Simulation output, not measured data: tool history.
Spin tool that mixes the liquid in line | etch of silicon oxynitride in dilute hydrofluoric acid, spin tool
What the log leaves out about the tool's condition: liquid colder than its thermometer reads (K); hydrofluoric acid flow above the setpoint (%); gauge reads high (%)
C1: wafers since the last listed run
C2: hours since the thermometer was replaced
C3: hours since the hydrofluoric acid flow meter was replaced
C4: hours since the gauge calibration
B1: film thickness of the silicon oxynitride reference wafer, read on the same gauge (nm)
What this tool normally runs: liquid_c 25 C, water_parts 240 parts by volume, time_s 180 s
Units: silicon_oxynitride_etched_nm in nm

{"run": 1, "hour": 0.0, "liquid_c": 21.5, "water_parts": 240, "time_s": 210, "C1": 0, "C2": 1313.9, "C3": 132.7, "C4": 100.5, "B1": 30.026, "silicon_oxynitride_etched_nm": 3.088}
{"run": 2, "hour": 45.9, "liquid_c": 25, "water_parts": 305, "time_s": 180, "C1": 282, "C2": 1359.8, "C3": 178.6, "C4": 146.4, "B1": 30.023, "silicon_oxynitride_etched_nm": 2.321}
{"run": 3, "hour": 119.9, "liquid_c": 25, "water_parts": 305, "time_s": 180, "C1": 455, "C2": 1433.8, "C3": 252.6, "C4": 220.4, "B1": 30.001, "silicon_oxynitride_etched_nm": 2.413}
{"run": 4, "hour": 178.4, "liquid_c": 25, "water_parts": 305, "time_s": 180, "C1": 359, "C2": 1492.3, "C3": 311.1, "C4": 278.9, "B1": 30.002, "silicon_oxynitride_etched_nm": 2.422}
{"run": 5, "hour": 271.4, "liquid_c": 25, "water_parts": 325, "time_s": 180, "C1": 572, "C2": 1585.3, "C3": 404.1, "C4": 371.9, "B1": 29.98, "silicon_oxynitride_etched_nm": 2.236}
{"run": 6, "hour": 342.9, "liquid_c": 25, "water_parts": 325, "time_s": 180, "C1": 439, "C2": 1656.8, "C3": 475.6, "C4": 443.4, "B1": 29.981, "silicon_oxynitride_etched_nm": 2.293}
{"run": 7, "hour": 421.2, "liquid_c": 25, "water_parts": 325, "time_s": 180, "C1": 481, "C2": 1735.1, "C3": 553.9, "C4": 521.7, "B1": 30.005, "silicon_oxynitride_etched_nm": 2.317}
{"run": 8, "hour": 473.6, "liquid_c": 25, "water_parts": 240, "time_s": 205, "C1": 322, "C2": 1787.5, "C3": 606.3, "C4": 574.1, "B1": 29.988, "silicon_oxynitride_etched_nm": 3.778}
{"hour": 489.3, "done": "hydrofluoric acid flow meter replaced"}
{"run": 9, "hour": 549.3, "liquid_c": 25, "water_parts": 240, "time_s": 205, "C1": 459, "C2": 1863.2, "C3": 60, "C4": 649.8, "B1": 29.982, "silicon_oxynitride_etched_nm": 4.164}
{"run": 10, "hour": 616.3, "liquid_c": 25, "water_parts": 240, "time_s": 205, "C1": 412, "C2": 1930.2, "C3": 127, "C4": 716.8, "B1": 30.017, "silicon_oxynitride_etched_nm": 4.132}
{"hour": 691.3, "done": "hydrofluoric acid flow meter replaced, repeated, since the last time left the tool worse"}
{"run": 11, "hour": 692.9, "liquid_c": 27.5, "water_parts": 240, "time_s": 180, "C1": 465, "C2": 2006.8, "C3": 1.6, "C4": 793.4, "B1": 29.995, "silicon_oxynitride_etched_nm": 3.475}
{"run": 12, "hour": 781.6, "liquid_c": 23, "water_parts": 290, "time_s": 180, "C1": 545, "C2": 2095.5, "C3": 90.3, "C4": 882.1, "B1": 30.001, "silicon_oxynitride_etched_nm": 2.332}
{"run": 13, "hour": 823.0, "liquid_c": 28.5, "water_parts": 240, "time_s": 280, "C1": 254, "C2": 2136.9, "C3": 131.7, "C4": 923.5, "B1": 29.997, "silicon_oxynitride_etched_nm": 5.617}
{"hour": 828.5, "done": "thermometer replaced"}
{"hour": 849.2, "done": "gauge calibrated"}
{"run": 14, "hour": 902.2, "liquid_c": 22, "water_parts": 240, "time_s": 180, "C1": 480, "C2": 73.7, "C3": 210.9, "C4": 53, "B1": 29.987, "silicon_oxynitride_etched_nm": 2.789}
{"run": 15, "hour": 993.5, "liquid_c": 25, "water_parts": 320, "time_s": 70, "C1": 561, "C2": 165, "C3": 302.2, "C4": 144.3, "B1": 30.009, "silicon_oxynitride_etched_nm": 0.891}
{"run": 16, "hour": 1096.5, "liquid_c": 25, "water_parts": 320, "time_s": 180, "C1": 633, "C2": 268, "C3": 405.2, "C4": 247.3, "B1": 29.978, "silicon_oxynitride_etched_nm": 2.363}
{"run": 17, "hour": 1138.1, "liquid_c": 22.5, "water_parts": 135, "time_s": 125, "C1": 255, "C2": 309.6, "C3": 446.8, "C4": 288.9, "B1": 29.995, "silicon_oxynitride_etched_nm": 3.823}
{"run": 18, "hour": 1231.2, "liquid_c": 28, "water_parts": 205, "time_s": 95, "C1": 572, "C2": 402.7, "C3": 539.9, "C4": 382, "B1": 30.044, "silicon_oxynitride_etched_nm": 2.403}
{"run": 19, "hour": 1279.7, "liquid_c": 28.5, "water_parts": 240, "time_s": 70, "C1": 298, "C2": 451.2, "C3": 588.4, "C4": 430.5, "B1": 29.985, "silicon_oxynitride_etched_nm": 1.515}
{"run": 20, "hour": 1318.6, "liquid_c": 25, "water_parts": 240, "time_s": 180, "C1": 239, "C2": 490.1, "C3": 627.3, "C4": 469.4, "B1": 30.014, "silicon_oxynitride_etched_nm": 3.411}
{"run": 21, "hour": 1392.6, "liquid_c": 25, "water_parts": 125, "time_s": 265, "C1": 455, "C2": 564.1, "C3": 701.3, "C4": 543.4, "B1": 29.956, "silicon_oxynitride_etched_nm": 10.438}
{"hour": 1458.3, "done": "hydrofluoric acid flow meter replaced"}
{"run": 22, "hour": 1460.2, "liquid_c": 25, "water_parts": 240, "time_s": 180, "C1": 409, "C2": 631.7, "C3": 1.9, "C4": 611, "B1": 30.011, "silicon_oxynitride_etched_nm": 3.038}

Hidden state at the last listed run before each entry between runs and at the first one after, where it differs:
Between runs 8 and 9: hydrofluoric acid flow meter replaced (hour 489.3)
  hydrofluoric acid flow above the setpoint (%): 6.74 -> 14.1
  measured minus no-state result, silicon_oxynitride_etched_nm: +0.278 -> +0.596 nm
Between runs 10 and 11: hydrofluoric acid flow meter replaced, repeated, since the last time left the tool worse (hour 691.3)
  hydrofluoric acid flow above the setpoint (%): 14.8 -> 1.25
  measured minus no-state result, silicon_oxynitride_etched_nm: +0.617 -> +0.051 nm
Between runs 13 and 14: thermometer replaced (hour 828.5); gauge calibrated (hour 849.2)
  hydrofluoric acid flow above the setpoint (%): 2.66 -> 3.51
  measured minus no-state result, silicon_oxynitride_etched_nm: +0.173 -> +0.109 nm
Between runs 21 and 22: hydrofluoric acid flow meter replaced (hour 1458.3)
  hydrofluoric acid flow above the setpoint (%): 8.82 -> 0.244
  measured minus no-state result, silicon_oxynitride_etched_nm: +0.928 -> +0.009 nm

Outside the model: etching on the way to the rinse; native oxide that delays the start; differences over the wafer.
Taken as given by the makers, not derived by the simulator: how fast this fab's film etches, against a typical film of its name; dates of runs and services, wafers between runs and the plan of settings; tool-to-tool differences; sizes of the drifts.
